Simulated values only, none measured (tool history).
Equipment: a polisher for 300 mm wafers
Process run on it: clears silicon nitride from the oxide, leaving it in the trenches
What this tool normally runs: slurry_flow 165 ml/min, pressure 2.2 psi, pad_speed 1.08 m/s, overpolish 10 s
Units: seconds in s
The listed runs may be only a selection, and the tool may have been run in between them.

run   hour  slurry_flow  pressure  pad_speed  overpolish  wafers since the last listed run  wafers polished on this pad  hours since the slurry nozzle was cleaned  hours since the head pressure was calibrated  incoming thickness of the incoming film, nm  seconds
  1      0          165       2.2       1.08          10                                 0                          651                                      192.1                                         611.7                                         76.2    100.8
  2   13.8          165       2.2       1.08          10                               100                          751                                      205.9                                         625.5                                         74.3    101.2
  3   24.6          145       2.2       1.08          10                                78                          830                                      216.7                                         636.3                                         76.2    104.1
  4   32.1          145       2.2       1.08          10                                54                          884                                      224.2                                         643.8                                           75    105.8
  5   39.4          145       2.2       1.08          10                                53                          937                                      231.5                                         651.1                                         75.7    105.4
  6   45.4          195       2.2       1.08           7                                43                          981                                      237.5                                         657.1                                         75.8      100
  7   57.1          165       2.2       1.08          10                                85                         1066                                      249.2                                         668.8                                         76.5      104
  8     67          205       2.2       1.46          10                                71                         1138                                      259.1                                         678.7                                         74.4     75.9
  9   76.5          205       2.2       1.46          10                                69                         1207                                      268.6                                         688.2                                         75.8     78.6
 10   90.9          115       2.8        1.3          15                               104                         1312                                        283                                         702.6                                         74.8     69.7
      96.2  -- worn pad replaced by a new one
     112.3  -- head pressure recalibrated
     119.3  -- worn pad replaced by a new one, repeated, since the last time left the tool worse
 11  125.4          150       1.8       1.08          10                               178                           44                                      317.5                                          13.1                                         76.3    120.7
     130.5  -- slurry nozzle cleaned
 12    139          145       2.2       1.08          10                                91                          136                                        8.5                                          26.7                                           75     96.5
 13  147.6          215       2.5        1.4          12                                62                          198                                       17.1                                          35.3                                         73.9     65.1
 14  163.3          140       2.2       1.08          10                               114                          312                                       32.8                                            51                                         75.5    101.2

Some steps in seconds, run to run, broken into two amounts with sign: the step expected even without the hidden condition (settings, incoming material, random variation), and the rest, left for the hidden condition together with whatever gauge scatter is not in both the measured and the hidden-condition-free result:
Hidden conditions of the tool in this case: removal rate lost through wear of the pad, %; slurry flow missing at the pad, %; deviation of the head's pressure from its setpoint, %.
Run 10 -> 11: slurry_flow 115 -> 150, pressure 2.8 -> 1.8, pad_speed 1.3 -> 1.08, overpolish 15 -> 10, worn pad replaced by a new one, head pressure recalibrated, worn pad replaced by a new one, repeated, since the last time left the tool worse. seconds +51 s: hidden state -4.7, all else +55.7.
